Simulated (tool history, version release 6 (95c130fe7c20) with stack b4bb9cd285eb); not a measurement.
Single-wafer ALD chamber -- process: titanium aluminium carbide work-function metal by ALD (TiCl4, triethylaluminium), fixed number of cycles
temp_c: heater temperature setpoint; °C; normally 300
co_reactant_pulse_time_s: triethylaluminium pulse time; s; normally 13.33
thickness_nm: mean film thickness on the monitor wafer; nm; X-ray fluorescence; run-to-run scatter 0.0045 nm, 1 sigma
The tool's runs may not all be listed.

run,day,temp_c,co_reactant_pulse_time_s,"read-back reference wafer on the same gauge, thickness_nm",thickness_nm
1,0.000,300,12.19,2.032,1.801
2,0.504,300,12.19,2.029,1.805
3,0.967,300,11.68,2.031,1.800
4,1.462,300,11.68,2.028,1.811
5,1.758,300,17.09,2.030,1.835
6,2.262,300,17.09,2.030,1.825
# day 2.775: showerhead replaced
7,2.796,300,17.09,2.030,1.826
8,3.096,305,15.72,2.030,1.876
9,3.408,300,13.33,2.030,1.813
# day 4.358: triethylaluminium bottle replaced
# day 4.367: gauge calibrated
# day 4.646: thermocouple changed; heater temperature recalibrated
10,4.667,291,16.03,2.029,1.738
11,4.679,291,8.82,2.031,1.684
12,5.121,300,8.55,2.030,1.752
13,5.512,311,13.33,2.029,1.914
14,6.092,312,13.33,2.029,1.925
15,6.600,300,13.33,2.032,1.811
16,7.033,288,17.64,2.029,1.717

Consider 4 possible next runs. They are alternatives, not a sequence: every one starts from the tool as it was left by run 16. What does each give?
A,7.050,300,13.33,?,?
B,7.050,300,8.52,?,?
C,7.050,305,8.54,?,?
D,7.050,304,18.48,?,?

run,"read-back reference wafer on the same gauge, thickness_nm",thickness_nm
A,2.030,1.814
B,2.030,1.753
C,2.030,1.797
D,2.030,1.864
Without the tool's hidden state the same runs would have given:
run,thickness_nm
A,1.814
B,1.753
C,1.797
D,1.864
